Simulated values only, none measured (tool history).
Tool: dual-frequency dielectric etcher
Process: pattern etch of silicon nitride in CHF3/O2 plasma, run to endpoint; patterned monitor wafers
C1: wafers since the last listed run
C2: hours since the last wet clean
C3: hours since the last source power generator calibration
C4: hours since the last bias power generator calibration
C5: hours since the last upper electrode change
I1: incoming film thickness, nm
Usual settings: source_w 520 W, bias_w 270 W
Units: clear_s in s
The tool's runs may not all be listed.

Run 1, hour 0: usual settings but bias_w 250 W; C1 0; C2 234.9; C3 2915.6; C4 1426.6; C5 837.8; I1 53.7. Result: clear_s 33.1 s.
Run 2, hour 71.2: usual settings but bias_w 250 W; C1 954; C2 306.1; C3 2986.8; C4 1497.8; C5 909; I1 53.2. Result: clear_s 33.2 s.
Run 3, hour 161.3: usual settings; C1 1207; C2 396.2; C3 3076.9; C4 1587.9; C5 999.1; I1 52.7. Result: clear_s 32.1 s.
Run 4, hour 244.5: usual settings; C1 1115; C2 479.4; C3 3160.1; C4 1671.1; C5 1082.3; I1 52.7. Result: clear_s 32.6 s.
At hour 302.3: wet clean of the chamber.
Run 5, hour 330: usual settings; C1 824; C2 27.7; C3 3245.6; C4 1756.6; C5 1167.8; I1 52.7. Result: clear_s 31.4 s.
Run 6, hour 429.8: usual settings but source_w 460 W; C1 1337; C2 127.5; C3 3345.4; C4 1856.4; C5 1267.6; I1 52.9. Result: clear_s 32.8 s.
Run 7, hour 528.6: usual settings but source_w 460 W; C1 1324; C2 226.3; C3 3444.2; C4 1955.2; C5 1366.4; I1 52.6. Result: clear_s 33.1 s.
Run 8, hour 611.2: usual settings but source_w 460 W; C1 1107; C2 308.9; C3 3526.8; C4 2037.8; C5 1449; I1 53.5. Result: clear_s 33.5 s.
Run 9, hour 699: usual settings; C1 1177; C2 396.7; C3 3614.6; C4 2125.6; C5 1536.8; I1 52.5. Result: clear_s 32 s.
At hour 705.8: source power generator calibrated.
Run 10, hour 771.2: usual settings; C1 914; C2 468.9; C3 65.4; C4 2197.8; C5 1609; I1 52.7. Result: clear_s 31.9 s.
At hour 849.5: wet clean of the chamber.
Run 11, hour 986.1: usual settings; C1 2559; C2 136.6; C3 280.3; C4 2412.7; C5 1823.9; I1 53. Result: clear_s 32.3 s.
Run 12, hour 1053: usual settings but source_w 470 W; C1 896; C2 203.5; C3 347.2; C4 2479.6; C5 1890.8; I1 53.2. Result: clear_s 33.5 s.
At hour 1144.7: bias power generator calibrated.
Run 13, hour 1145.2: usual settings but source_w 420 W, bias_w 322 W; C1 1182; C2 295.7; C3 439.4; C4 0.5; C5 1983; I1 53. Result: clear_s 32.7 s.
Run 14, hour 1214.6: usual settings but source_w 410 W, bias_w 329 W; C1 930; C2 365.1; C3 508.8; C4 69.9; C5 2052.4; I1 53. Result: clear_s 32.9 s.
Run 15, hour 1261.2: usual settings but source_w 610 W, bias_w 312 W; C1 624; C2 411.7; C3 555.4; C4 116.5; C5 2099; I1 52.8. Result: clear_s 29.4 s.
Run 16, hour 1365.1: usual settings but source_w 440 W, bias_w 302 W; C1 1392; C2 515.6; C3 659.3; C4 220.4; C5 2202.9; I1 52.9. Result: clear_s 33.4 s.
Run 17, hour 1431.4: usual settings but source_w 630 W, bias_w 308 W; C1 888; C2 581.9; C3 725.6; C4 286.7; C5 2269.2; I1 52.9. Result: clear_s 29.8 s.
At hour 1464.1: upper electrode replaced.
At hour 1472.5: wet clean of the chamber.
Run 18, hour 1475.2: usual settings; C1 152; C2 2.7; C3 769.4; C4 330.5; C5 11.1; I1 52.9. Result: clear_s 31.8 s.
Run 19, hour 1519.4: usual settings but source_w 590 W; C1 592; C2 46.9; C3 813.6; C4 374.7; C5 55.3; I1 52.6. Result: clear_s 29.8 s.
Run 20, hour 1566.3: usual settings but source_w 400 W, bias_w 311 W; C1 628; C2 93.8; C3 860.5; C4 421.6; C5 102.2; I1 52.7. Result: clear_s 32.8 s.
Run 21, hour 1627.5: usual settings but source_w 630 W, bias_w 321 W; C1 820; C2 155; C3 921.7; C4 482.8; C5 163.4; I1 52.7. Result: clear_s 27.9 s.
Run 22, hour 1726.4: usual settings but source_w 410 W, bias_w 322 W; C1 1325; C2 253.9; C3 1020.6; C4 581.7; C5 262.3; I1 53.2. Result: clear_s 32.6 s.
Run 23, hour 1807.8: usual settings but source_w 410 W, bias_w 329 W; C1 1091; C2 335.3; C3 1102; C4 663.1; C5 343.7; I1 52.8. Result: clear_s 32.4 s.
Run 24, hour 1901: usual settings; C1 1249; C2 428.5; C3 1195.2; C4 756.3; C5 436.9; I1 52.7. Result: clear_s 32.5 s.

Forecast each of these 3 alternatives for the next run:
Run A, hour 1901.4: usual settings but source_w 560 W; C1 5; C2 428.9; C3 1195.6; C4 756.7; C5 437.3; I1 53.3. Result: clear_s ?.
Run B, hour 1901.4: usual settings but source_w 580 W; C1 5; C2 428.9; C3 1195.6; C4 756.7; C5 437.3; I1 53.3. Result: clear_s ?.
Run C, hour 1901.4: usual settings but source_w 470 W, bias_w 310 W; C1 5; C2 428.9; C3 1195.6; C4 756.7; C5 437.3; I1 53.3. Result: clear_s ?.

run  clear_s
  A     32.1
  B     31.7
  C     32.5
Without the tool's hidden state the same runs would have given:
run  clear_s
  A     30.8
  B     30.4
  C     31.1

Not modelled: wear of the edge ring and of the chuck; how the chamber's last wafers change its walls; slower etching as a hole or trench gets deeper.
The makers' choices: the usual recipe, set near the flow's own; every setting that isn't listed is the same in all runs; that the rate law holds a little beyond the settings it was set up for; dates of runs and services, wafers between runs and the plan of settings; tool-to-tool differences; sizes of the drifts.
